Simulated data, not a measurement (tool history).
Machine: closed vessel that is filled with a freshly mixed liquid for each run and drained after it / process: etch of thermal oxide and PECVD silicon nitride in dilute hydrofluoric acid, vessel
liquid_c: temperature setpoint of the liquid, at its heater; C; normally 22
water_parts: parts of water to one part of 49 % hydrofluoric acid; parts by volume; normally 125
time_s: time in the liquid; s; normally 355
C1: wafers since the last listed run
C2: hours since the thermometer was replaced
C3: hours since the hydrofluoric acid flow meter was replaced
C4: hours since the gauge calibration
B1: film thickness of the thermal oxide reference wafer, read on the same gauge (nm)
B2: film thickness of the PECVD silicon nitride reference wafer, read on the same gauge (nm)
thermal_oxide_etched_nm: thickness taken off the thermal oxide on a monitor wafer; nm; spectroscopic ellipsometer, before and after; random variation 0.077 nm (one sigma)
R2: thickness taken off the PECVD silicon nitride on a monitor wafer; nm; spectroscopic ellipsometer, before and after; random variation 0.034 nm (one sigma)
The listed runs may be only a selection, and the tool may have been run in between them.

run 1 hour=0 | liquid_c=22 water_parts=125 time_s=355 | C1=0 C2=1978.7 C3=327.7 C4=900.1 | B1=139.99 B2=90.05 | thermal_oxide_etched_nm=11.9 R2=8.35
run 2 hour=42.2 | liquid_c=18.5 water_parts=125 time_s=355 | C1=4612 C2=2020.9 C3=369.9 C4=942.3 | B1=140.01 B2=89.97 | thermal_oxide_etched_nm=10.39 R2=6.65
-- hour=61.5 hydrofluoric acid flow meter replaced
run 3 hour=90.8 | liquid_c=18.5 water_parts=125 time_s=355 | C1=5203 C2=2069.5 C3=29.3 C4=990.9 | B1=139.98 B2=90.07 | thermal_oxide_etched_nm=10.73 R2=6.77
run 4 hour=151.1 | liquid_c=22 water_parts=125 time_s=355 | C1=6591 C2=2129.8 C3=89.6 C4=1051.2 | B1=140.05 B2=89.95 | thermal_oxide_etched_nm=12.3 R2=8.59
run 5 hour=201.1 | liquid_c=24.5 water_parts=105 time_s=470 | C1=5465 C2=2179.8 C3=139.6 C4=1101.2 | B1=140.02 B2=90.03 | thermal_oxide_etched_nm=21.62 R2=15.73
-- hour=203.9 gauge calibrated
run 6 hour=230.6 | liquid_c=22 water_parts=125 time_s=230 | C1=3224 C2=2209.3 C3=169.1 C4=26.7 | B1=139.98 B2=89.96 | thermal_oxide_etched_nm=7.84 R2=5.47
run 7 hour=286.3 | liquid_c=22 water_parts=155 time_s=355 | C1=6088 C2=2265 C3=224.8 C4=82.4 | B1=140.04 B2=90.02 | thermal_oxide_etched_nm=9.37 R2=6.88
run 8 hour=354.1 | liquid_c=25 water_parts=125 time_s=535 | C1=7411 C2=2332.8 C3=292.6 C4=150.2 | B1=140.02 B2=90.02 | thermal_oxide_etched_nm=20.37 R2=15.49
-- hour=378 thermometer replaced
run 9 hour=399.5 | liquid_c=20 water_parts=125 time_s=170 | C1=4853 C2=21.5 C3=338 C4=195.6 | B1=139.99 B2=90.04 | thermal_oxide_etched_nm=5.28 R2=3.53
run 10 hour=451.1 | liquid_c=20.5 water_parts=125 time_s=485 | C1=5640 C2=73.1 C3=389.6 C4=247.2 | B1=140 B2=90.02 | thermal_oxide_etched_nm=15.39 R2=10.32
run 11 hour=480.9 | liquid_c=18 water_parts=125 time_s=160 | C1=3257 C2=102.9 C3=419.4 C4=277 | B1=140.01 B2=90.01 | thermal_oxide_etched_nm=4.53 R2=2.86
-- hour=500.6 hydrofluoric acid flow meter replaced
run 12 hour=532 | liquid_c=25 water_parts=65 time_s=565 | C1=5476 C2=154 C3=31.4 C4=328.1 | B1=140.02 B2=89.97 | thermal_oxide_etched_nm=45.61 R2=31.59
run 13 hour=567.3 | liquid_c=23.5 water_parts=85 time_s=255 | C1=3858 C2=189.3 C3=66.7 C4=363.4 | B1=140.06 B2=90.05 | thermal_oxide_etched_nm=14.35 R2=9.88
run 14 hour=598.3 | liquid_c=27 water_parts=75 time_s=515 | C1=3388 C2=220.3 C3=97.7 C4=394.4 | B1=139.95 B2=89.95 | thermal_oxide_etched_nm=37.54 R2=28.42
run 15 hour=654.7 | liquid_c=22 water_parts=125 time_s=420 | C1=6164 C2=276.7 C3=154.1 C4=450.8 | B1=139.99 B2=89.97 | thermal_oxide_etched_nm=14.19 R2=10.06
run 16 hour=725.9 | liquid_c=22 water_parts=125 time_s=205 | C1=7782 C2=347.9 C3=225.3 C4=522 | B1=139.97 B2=90.03 | thermal_oxide_etched_nm=6.9 R2=4.9
run 17 hour=795.3 | liquid_c=23.5 water_parts=155 time_s=285 | C1=7585 C2=417.3 C3=294.7 C4=591.4 | B1=140.02 B2=89.95 | thermal_oxide_etched_nm=7.91 R2=6.02
-- hour=887 hydrofluoric acid flow meter replaced
run 18 hour=957.1 | liquid_c=25 water_parts=165 time_s=470 | C1=17576 C2=579.1 C3=70.1 C4=753.2 | B1=139.98 B2=89.93 | thermal_oxide_etched_nm=13.17 R2=10.49
run 19 hour=1005.7 | liquid_c=22 water_parts=125 time_s=355 | C1=5312 C2=627.7 C3=118.7 C4=801.8 | B1=140.01 B2=90.02 | thermal_oxide_etched_nm=12.09 R2=8.55
run 20 hour=1030 | liquid_c=22 water_parts=125 time_s=480 | C1=2656 C2=652 C3=143 C4=826.1 | B1=140.02 B2=89.98 | thermal_oxide_etched_nm=16.38 R2=11.49
run 21 hour=1056.4 | liquid_c=18 water_parts=100 time_s=535 | C1=2885 C2=678.4 C3=169.4 C4=852.5 | B1=140.03 B2=90.05 | thermal_oxide_etched_nm=19.96 R2=12.17
run 22 hour=1116.3 | liquid_c=20 water_parts=85 time_s=265 | C1=6547 C2=738.3 C3=229.3 C4=912.4 | B1=140 B2=90 | thermal_oxide_etched_nm=12.91 R2=8.07
run 23 hour=1185.7 | liquid_c=22 water_parts=125 time_s=355 | C1=7585 C2=807.7 C3=298.7 C4=981.8 | B1=139.98 B2=90.02 | thermal_oxide_etched_nm=11.93 R2=8.44
run 24 hour=1256.4 | liquid_c=22 water_parts=125 time_s=355 | C1=7728 C2=878.4 C3=369.4 C4=1052.5 | B1=139.98 B2=90.01 | thermal_oxide_etched_nm=11.9 R2=8.4

Below are 5 alternative next runs, each starting from the tool's condition after run 24. Predict each:
run A hour=1257.1 | liquid_c=22 water_parts=125 time_s=355 | C1=76 C2=879.1 C3=370.1 C4=1053.2 | B1=? B2=? | thermal_oxide_etched_nm=? R2=?
run B hour=1257.1 | liquid_c=20.5 water_parts=95 time_s=355 | C1=76 C2=879.1 C3=370.1 C4=1053.2 | B1=? B2=? | thermal_oxide_etched_nm=? R2=?
run C hour=1257.1 | liquid_c=25 water_parts=110 time_s=420 | C1=76 C2=879.1 C3=370.1 C4=1053.2 | B1=? B2=? | thermal_oxide_etched_nm=? R2=?
run D hour=1257.1 | liquid_c=23.5 water_parts=145 time_s=505 | C1=76 C2=879.1 C3=370.1 C4=1053.2 | B1=? B2=? | thermal_oxide_etched_nm=? R2=?
run E hour=1257.1 | liquid_c=22 water_parts=165 time_s=550 | C1=76 C2=879.1 C3=370.1 C4=1053.2 | B1=? B2=? | thermal_oxide_etched_nm=? R2=?

run=A B1=140 B2=89.98 thermal_oxide_etched_nm=11.92 R2=8.37
run=B B1=140 B2=89.98 thermal_oxide_etched_nm=15.29 R2=9.9
run=C B1=140 B2=89.98 thermal_oxide_etched_nm=18.36 R2=13.68
run=D B1=140 B2=89.98 thermal_oxide_etched_nm=15.15 R2=11.35
run=E B1=140 B2=89.98 thermal_oxide_etched_nm=13.38 R2=9.88
With the hidden condition removed and each run's random variation left untouched, the same runs would have given:
run=A thermal_oxide_etched_nm=12.3 R2=8.6
run=B thermal_oxide_etched_nm=15.76 R2=10.18
run=C thermal_oxide_etched_nm=18.94 R2=14.06
run=D thermal_oxide_etched_nm=15.64 R2=11.67
run=E thermal_oxide_etched_nm=13.82 R2=10.15
